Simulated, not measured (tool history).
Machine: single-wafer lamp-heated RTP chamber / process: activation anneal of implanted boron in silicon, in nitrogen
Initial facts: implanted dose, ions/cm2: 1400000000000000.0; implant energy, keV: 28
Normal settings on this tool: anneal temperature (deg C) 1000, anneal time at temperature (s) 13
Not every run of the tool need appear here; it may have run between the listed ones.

run,hour,anneal temperature (deg C),anneal time at temperature (s),wafers since the last listed run,wafers since the last pyrometer calibration,wafers since the reflector plate was cleaned,hours since the gauge calibration,"read-back reference wafer on the same gauge, sheet resistance",sheet resistance of the implanted and annealed layer (ohm/square)
1,0.0,1000,17,0,2887,4031,78.4,74.73,87.84
# hour 15.2: pyrometer window cleaned and pyrometer calibrated
2,15.7,1000,13,116,7,4148,94.1,74.59,88.65
# hour 29.3: reflector plate cleaned
3,48.5,1000,13,376,384,291,126.9,74.28,88.59
4,75.1,1000,13,404,788,696,153.5,74.27,87.90
5,104.2,1000,13,442,1230,1138,182.6,74.26,87.51
6,118.7,1000,13,220,1451,1358,197.1,74.14,87.79
7,149.2,1000,13,463,1914,1822,227.6,74.12,87.57
8,182.3,1000,13,502,2417,2324,260.7,73.91,88.14
9,216.8,1000,9,524,2941,2849,295.2,74.00,89.61
# hour 229.9: pyrometer window cleaned and pyrometer calibrated
10,249.3,1000,13,372,294,3221,327.7,73.66,87.52
11,270.1,1015,7,316,610,3537,348.5,73.76,85.63
# hour 296.0: reflector plate cleaned
12,296.5,1012,18,279,890,7,374.9,73.75,84.37
13,325.4,1018,11,439,1329,446,403.8,73.65,84.06
14,353.3,1026,13,423,1753,870,431.7,73.71,82.43
15,370.1,1028,17,255,2008,1125,448.5,73.49,81.33
16,402.2,1000,9,487,2496,1613,480.6,73.68,88.25
# hour 427.3: gauge calibrated
17,432.1,1000,13,454,2950,2067,4.8,75.61,90.03
18,451.6,1014,19,296,3246,2363,24.3,75.49,85.80
# hour 477.9: pyrometer window cleaned and pyrometer calibrated
19,483.3,974,10,360,81,2723,56.0,75.09,106.83
20,513.2,991,10,454,536,3178,85.9,75.13,94.71
21,540.6,976,11,416,952,3594,113.3,74.89,103.63
22,571.7,1023,5,472,1424,4067,144.4,74.89,86.19

4 ways to go on from here, each from the tool as it stands after run 22. What would each give?
A,572.1,1000,6,6,1431,4073,144.8,?,?
B,572.1,987,13,6,1431,4073,144.8,?,?
C,572.1,978,20,6,1431,4073,144.8,?,?
D,572.1,1023,20,6,1431,4073,144.8,?,?

run,"read-back reference wafer on the same gauge, sheet resistance",sheet resistance of the implanted and annealed layer (ohm/square)
A,74.70,92.04
B,74.70,94.92
C,74.70,97.68
D,74.70,84.17
Without the tool's hidden state the same runs would have given:
run,sheet resistance of the implanted and annealed layer (ohm/square)
A,93.06
B,95.97
C,98.77
D,85.10
